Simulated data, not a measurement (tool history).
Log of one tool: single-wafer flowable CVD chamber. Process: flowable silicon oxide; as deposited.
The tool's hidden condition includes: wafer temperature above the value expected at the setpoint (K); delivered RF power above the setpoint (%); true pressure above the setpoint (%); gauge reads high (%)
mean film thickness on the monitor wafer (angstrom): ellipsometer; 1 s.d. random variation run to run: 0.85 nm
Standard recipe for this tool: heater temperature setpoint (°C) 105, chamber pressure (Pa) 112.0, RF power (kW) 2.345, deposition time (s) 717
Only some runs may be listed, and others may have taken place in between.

| run | hour | heater temperature setpoint (°C) | chamber pressure (Pa) | RF power (kW) | deposition time (s) | wafers since the last listed run | hours since the last thermocouple change | hours since the last RF generator calibration | hours since the last manometer calibration | hours since the showerhead was replaced | hours since the gauge calibration | read-back reference wafer on the same gauge, thickness_nm | mean film thickness on the monitor wafer (angstrom) |
|---|---|---|---|---|---|---|---|---|---|---|---|---|---|
| 1 | 0.0 | 105 | 112.0 | 2.025 | 809 | 0 | 345.8 | 953.3 | 714.6 | 3534.5 | 293.8 | 381.072 | 4672.11 |
| 2 | 281.4 | 105 | 112.0 | 2.025 | 809 | 507 | 627.2 | 1234.7 | 996.0 | 3815.9 | 575.2 | 381.024 | 4689.33 |
| 3 | 323.0 | 105 | 112.0 | 2.345 | 717 | 75 | 668.8 | 1276.3 | 1037.6 | 3857.5 | 616.8 | 381.024 | 4215.85 |
| 4 | 421.6 | 105 | 112.0 | 2.345 | 717 | 177 | 767.4 | 1374.9 | 1136.2 | 3956.1 | 715.4 | 381.096 | 4206.79 |
| 5 | 504.1 | 105 | 112.0 | 2.345 | 717 | 148 | 849.9 | 1457.4 | 1218.7 | 4038.6 | 797.9 | 381.015 | 4218.40 |
| 6 | 599.5 | 105 | 112.0 | 2.345 | 717 | 172 | 945.3 | 1552.8 | 1314.1 | 4134.0 | 893.3 | 380.832 | 4224.07 |
| 7 | 660.0 | 105 | 112.0 | 2.345 | 717 | 109 | 1005.8 | 1613.3 | 1374.6 | 4194.5 | 953.8 | 380.932 | 4232.86 |
| 8 | 716.1 | 105 | 112.0 | 2.345 | 717 | 101 | 1061.9 | 1669.4 | 1430.7 | 4250.6 | 1009.9 | 381.070 | 4208.67 |
| 9 | 805.6 | 105 | 112.0 | 2.345 | 717 | 161 | 1151.4 | 1758.9 | 1520.2 | 4340.1 | 1099.4 | 380.900 | 4232.34 |
|  | 891.2 | capacitance manometer re-zeroed and calibrated |
| 10 | 903.5 | 105 | 112.0 | 2.345 | 717 | 162 | 1249.3 | 1856.8 | 12.3 | 4438.0 | 1197.3 | 380.863 | 4143.96 |
|  | 982.8 | thermocouple changed; heater temperature recalibrated |
| 11 | 983.3 | 105 | 112.0 | 2.345 | 717 | 129 | 0.5 | 1936.6 | 92.1 | 4517.8 | 1277.1 | 380.787 | 4143.23 |
| 12 | 1063.4 | 105 | 112.0 | 1.955 | 717 | 144 | 80.6 | 2016.7 | 172.2 | 4597.9 | 1357.2 | 380.839 | 4103.83 |
| 13 | 1135.2 | 105 | 119.3 | 2.345 | 630 | 129 | 152.4 | 2088.5 | 244.0 | 4669.7 | 1429.0 | 381.188 | 3914.68 |
| 14 | 1221.4 | 91 | 98.4 | 2.575 | 717 | 155 | 238.6 | 2174.7 | 330.2 | 4755.9 | 1515.2 | 380.978 | 5583.15 |
|  | 1316.6 | gauge calibrated |
| 15 | 1327.1 | 116 | 129.5 | 2.345 | 717 | 190 | 344.3 | 2280.4 | 435.9 | 4861.6 | 10.5 | 381.164 | 3545.75 |
| 16 | 1381.0 | 114 | 104.1 | 2.520 | 717 | 97 | 398.2 | 2334.3 | 489.8 | 4915.5 | 64.4 | 380.790 | 3048.89 |
|  | 1414.5 | RF generator calibrated |
| 17 | 1427.5 | 105 | 112.0 | 2.345 | 717 | 69 | 444.7 | 13.0 | 536.3 | 4962.0 | 110.9 | 381.243 | 4217.50 |
| 18 | 1531.1 | 92 | 112.0 | 2.345 | 811 | 186 | 548.3 | 116.6 | 639.9 | 5065.6 | 214.5 | 381.091 | 6965.24 |
|  | 1577.0 | showerhead replaced |
| 19 | 1638.3 | 105 | 112.0 | 2.345 | 717 | 178 | 655.5 | 223.8 | 747.1 | 61.3 | 321.7 | 381.098 | 4224.03 |
| 20 | 1692.8 | 105 | 87.2 | 2.345 | 717 | 98 | 710.0 | 278.3 | 801.6 | 115.8 | 376.2 | 381.020 | 3284.23 |
| 21 | 1742.2 | 109 | 99.5 | 2.345 | 717 | 89 | 759.4 | 327.7 | 851.0 | 165.2 | 425.6 | 381.124 | 3337.94 |
| 22 | 1837.9 | 105 | 112.0 | 2.345 | 717 | 172 | 855.1 | 423.4 | 946.7 | 260.9 | 521.3 | 380.793 | 4224.95 |
| 23 | 1874.8 | 105 | 138.8 | 2.345 | 717 | 66 | 892.0 | 460.3 | 983.6 | 297.8 | 558.2 | 380.886 | 5218.58 |
| 24 | 1940.2 | 105 | 112.0 | 1.880 | 604 | 117 | 957.4 | 525.7 | 1049.0 | 363.2 | 623.6 | 381.253 | 3480.06 |
| 25 | 1984.5 | 105 | 112.0 | 2.345 | 717 | 79 | 1001.7 | 570.0 | 1093.3 | 407.5 | 667.9 | 381.151 | 4226.60 |
| 26 | 2027.0 | 115 | 98.1 | 2.345 | 854 | 76 | 1044.2 | 612.5 | 1135.8 | 450.0 | 710.4 | 381.083 | 3312.92 |
| 27 | 2102.2 | 115 | 101.7 | 2.625 | 644 | 135 | 1119.4 | 687.7 | 1211.0 | 525.2 | 785.6 | 381.123 | 2630.52 |

Measured minus without-hidden-state, run by run (identical run-to-run variation in each term; gauge scatter may differ):
| run | mean film thickness on the monitor wafer (angstrom) |
|---|---|
| 1 | +81.66 |
| 2 | +95.67 |
| 3 | +87.40 |
| 4 | +90.13 |
| 5 | +92.50 |
| 6 | +94.74 |
| 7 | +96.13 |
| 8 | +96.56 |
| 9 | +98.53 |
| 10 | +12.90 |
| 11 | +25.77 |
| 12 | +36.71 |
| 13 | +41.37 |
| 14 | +76.79 |
| 15 | +53.09 |
| 16 | +52.02 |
| 17 | +74.29 |
| 18 | +134.17 |
| 19 | +87.43 |
| 20 | +74.60 |
| 21 | +75.16 |
| 22 | +96.24 |
| 23 | +114.83 |
| 24 | +82.16 |
| 25 | +101.13 |
| 26 | +82.59 |
| 27 | +66.82 |
